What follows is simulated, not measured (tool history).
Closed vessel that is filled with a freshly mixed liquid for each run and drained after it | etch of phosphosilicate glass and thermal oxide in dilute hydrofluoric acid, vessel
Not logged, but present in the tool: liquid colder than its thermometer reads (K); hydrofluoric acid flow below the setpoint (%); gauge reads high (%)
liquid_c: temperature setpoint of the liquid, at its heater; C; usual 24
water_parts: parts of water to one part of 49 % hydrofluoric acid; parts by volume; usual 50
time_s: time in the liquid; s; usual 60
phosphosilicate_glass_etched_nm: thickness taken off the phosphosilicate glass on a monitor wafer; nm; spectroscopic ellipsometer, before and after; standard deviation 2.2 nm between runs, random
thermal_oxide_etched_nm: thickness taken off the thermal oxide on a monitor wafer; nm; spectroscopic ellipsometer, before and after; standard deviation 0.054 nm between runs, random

run   hour  liquid_c  water_parts  time_s  wafers since the last listed run  hours since the thermometer was replaced  hours since the hydrofluoric acid flow meter was replaced  hours since the gauge calibration  read-back film thickness of the phosphosilicate glass reference wafer, read on the same gauge (nm)  read-back film thickness of the thermal oxide reference wafer, read on the same gauge (nm)  phosphosilicate_glass_etched_nm  thermal_oxide_etched_nm
  1      0        23           50      85                                 0                                    1206.3                                                     2307.5                              565.8                                                                                                  30                                                                                      119.99                           280.28                     6.91
  2    6.8        23           50      85                               635                                    1213.1                                                     2314.3                              572.6                                                                                               30.02                                                                                      119.98                           285.15                     6.86
  3   21.3        24           50      80                              1355                                    1227.6                                                     2328.8                              587.1                                                                                                  30                                                                                      120.01                           278.43                     6.82
  4   31.9        24           50      80                               990                                    1238.2                                                     2339.4                              597.7                                                                                                  30                                                                                         120                           281.14                     6.82
  5     42        24           35      60                               943                                    1248.3                                                     2349.5                              607.8                                                                                                  30                                                                                      120.01                           309.18                     7.52
      44.8  -- hydrofluoric acid flow meter replaced
  6   49.3      27.5           30      90                               588                                    1255.6                                                        4.5                              615.1                                                                                               29.99                                                                                      119.99                           580.37                    13.78
  7   62.7        24           50      60                              1252                                      1269                                                       17.9                              628.5                                                                                               30.02                                                                                      119.99                           194.29                     4.77
  8  100.7        24           50      60                              3551                                      1307                                                       55.9                              666.5                                                                                               30.02                                                                                      119.98                           189.91                     4.74
  9  107.6        27           65      40                               644                                    1313.9                                                       62.8                              673.4                                                                                               29.99                                                                                      119.99                            109.4                     2.67
 10  116.7        19           25      60                               850                                      1323                                                       71.9                              682.5                                                                                               29.95                                                                                      119.99                           321.83                     7.95
 11  123.5        21           50      60                               635                                    1329.8                                                       78.7                              689.3                                                                                               30.02                                                                                      119.99                           169.17                     4.13
 12  134.8        24           60      60                              1056                                    1341.1                                                         90                              700.6                                                                                               30.02                                                                                      119.99                           157.03                     3.85
     149.1  -- thermometer replaced
 13  149.6        20           75      60                              1289                                       0.5                                                      104.8                              715.4                                                                                               29.97                                                                                      119.99                           105.84                     2.53
     154.5  -- gauge calibrated
 14  162.9        22           65      30                              1242                                      13.8                                                      118.1                                8.4                                                                                               30.02                                                                                      119.99                            66.01                     1.59
 15  172.3        24           50      60                               878                                      23.2                                                      127.5                               17.8                                                                                               29.98                                                                                      120.01                           190.78                      4.7
     182.2  -- hydrofluoric acid flow meter replaced, repeated, since the last time left the tool worse
 16  184.7      19.5           70      60                              1065                                      35.6                                                        2.5                               30.2                                                                                               29.99                                                                                         120                           132.87                     3.21
 17  201.9      22.5           65      40                              1607                                      52.8                                                       19.7                               47.4                                                                                               30.02                                                                                      120.02                           105.75                     2.64
 18  208.7        20           35      90                               635                                      59.6                                                       26.5                               54.2                                                                                                  30                                                                                         120                           416.28                    10.32
 19  220.9        20           50      50                              1140                                      71.8                                                       38.7                               66.4                                                                                               30.01                                                                                         120                            157.1                     3.86
 20  229.5        24           50      80                               803                                      80.4                                                       47.3                                 75                                                                                                  30                                                                                         120                           299.24                     7.43
 21  236.4        20           50      60                               644                                      87.3                                                       54.2                               81.9                                                                                               30.03                                                                                      119.99                           192.32                     4.71
 22  244.5        24           50      80                               756                                      95.4                                                       62.3                                 90                                                                                               29.98                                                                                      119.98                           303.66                     7.43
 23  255.4        27           65      95                              1018                                     106.3                                                       73.2                              100.9                                                                                               30.01                                                                                      120.01                           300.17                     7.51
 24  273.3      27.5           50      60                              1672                                     124.2                                                       91.1                              118.8                                                                                                  30                                                                                      119.98                           255.72                     6.44
 25  324.5      20.5           60      80                              4784                                     175.4                                                      142.3                                170                                                                                               30.01                                                                                      120.01                            217.8                     5.27
 26    336        29           30      35                              1074                                     186.9                                                      153.8                              181.5                                                                                               29.98                                                                                         120                           274.59                     6.72

Across each entry between runs, compare the hidden state at the last listed run before it with the hidden state at the first listed run after it:
After run 5, before run 6: hydrofluoric acid flow meter replaced (hour 44.8)
  hydrofluoric acid flow below the setpoint (%): 8.68 -> 15.1
  measured result minus the result with no hidden state, phosphosilicate_glass_etched_nm: -30.93 -> -108.93 nm; thermal_oxide_etched_nm: -0.75 -> -2.59 nm
After run 12, before run 13: thermometer replaced (hour 149.1)
  hydrofluoric acid flow below the setpoint (%): 15.4 -> 15.5
  measured result minus the result with no hidden state, phosphosilicate_glass_etched_nm: -31.34 -> -21.4 nm; thermal_oxide_etched_nm: -0.76 -> -0.51 nm
After run 13, before run 14: gauge calibrated (hour 154.5)
  no difference in the tool's unlogged condition between these two runs
  measured result minus the result with no hidden state, phosphosilicate_glass_etched_nm: -21.4 -> -13.3 nm; thermal_oxide_etched_nm: -0.51 -> -0.32 nm
After run 15, before run 16: hydrofluoric acid flow meter replaced, repeated, since the last time left the tool worse (hour 182.2)
  hydrofluoric acid flow below the setpoint (%): 15.6 -> 1.1
  measured result minus the result with no hidden state, phosphosilicate_glass_etched_nm: -37.99 -> -1.61 nm; thermal_oxide_etched_nm: -0.93 -> -0.04 nm
